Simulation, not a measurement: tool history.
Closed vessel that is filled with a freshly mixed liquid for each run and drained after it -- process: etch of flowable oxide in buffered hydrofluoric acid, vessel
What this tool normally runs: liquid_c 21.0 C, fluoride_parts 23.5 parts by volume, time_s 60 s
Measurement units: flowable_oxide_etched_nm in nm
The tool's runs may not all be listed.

run    hour  liquid_c  fluoride_parts  time_s  wafers since the last listed run  hours since the thermometer was replaced  hours since the hydrofluoric acid flow meter was replaced  hours since the gauge calibration  read-back film thickness of the flowable oxide reference wafer, read on the same gauge (nm)  flowable_oxide_etched_nm
  1     0.0      21.0            23.5      60                                 0                                     589.1                                                      307.7                              184.8                                                                                        30.02                     60.64
  2    44.5      21.0            23.5      60                              6250                                     633.6                                                      352.2                              229.3                                                                                        30.00                     60.64
      105.6  -- hydrofluoric acid flow meter replaced
  3   108.1      25.0            23.5      60                              8793                                     697.2                                                        2.5                              292.9                                                                                        30.02                     76.02
  4   201.7      25.0            23.5      60                             13147                                     790.8                                                       96.1                              386.5                                                                                        30.00                     76.75
  5   251.1      21.0            23.5      60                              6938                                     840.2                                                      145.5                              435.9                                                                                        30.00                     60.74
  6   299.8      21.0            23.5      60                              6840                                     888.9                                                      194.2                              484.6                                                                                        30.01                     61.46
  7   383.3      21.0            23.5      60                             11728                                     972.4                                                      277.7                              568.1                                                                                        30.01                     61.50
  8   485.7      24.0            23.5      35                             14383                                    1074.8                                                      380.1                              670.5                                                                                        30.00                     42.11
      541.1  -- hydrofluoric acid flow meter replaced
  9   588.9      21.0            23.5      60                             14355                                    1178.0                                                       47.8                              773.7                                                                                        30.01                     61.71
      635.9  -- thermometer replaced
 10   650.5      17.0            16.5      30                              8512                                      14.6                                                      109.4                              835.3                                                                                        30.01                     32.58
      675.2  -- gauge calibrated
 11   687.6      25.0            30.0      95                              5211                                      51.7                                                      146.5                               12.4                                                                                        30.00                    100.32
 12   766.8      18.5            20.0      60                             11124                                     130.9                                                      225.7                               91.6                                                                                        30.00                     58.60
 13   868.2      21.0            19.0      70                             14243                                     232.3                                                      327.1                              193.0                                                                                        30.00                     83.10
 14   963.2      17.0            15.0      85                             13344                                     327.3                                                      422.1                              288.0                                                                                        30.00                    101.93
      964.4  -- hydrofluoric acid flow meter replaced
 15  1002.9      22.5            14.5      35                              5435                                     367.0                                                       38.5                              327.7                                                                                        30.02                     59.52
 16  1091.5      21.0            30.0      70                             12445                                     455.6                                                      127.1                              416.3                                                                                        29.99                     59.83

Predict each of these 5 candidate next runs independently; none follows another, all start after run 16:
  A  1092.2      21.0            17.0      60                                98                                     456.3                                                      127.8                              417.0                                                                                            ?                         ?
  B  1092.2      21.0            23.5      75                                98                                     456.3                                                      127.8                              417.0                                                                                            ?                         ?
  C  1092.2      21.0            28.0      90                                98                                     456.3                                                      127.8                              417.0                                                                                            ?                         ?
  D  1092.2      25.0            27.0      70                                98                                     456.3                                                      127.8                              417.0                                                                                            ?                         ?
  E  1092.2      25.0            20.0      85                                98                                     456.3                                                      127.8                              417.0                                                                                            ?                         ?

run  read-back film thickness of the flowable oxide reference wafer, read on the same gauge (nm)  flowable_oxide_etched_nm
  A                                                                                        30.00                     79.88
  B                                                                                        30.00                     76.10
  C                                                                                        30.00                     80.92
  D                                                                                        30.00                     80.49
  E                                                                                        30.00                    120.13
Stripped of hidden state, with their random variation kept, the same runs would have yielded:
run  flowable_oxide_etched_nm
  A                     79.04
  B                     75.30
  C                     80.06
  D                     79.66
  E                    118.89
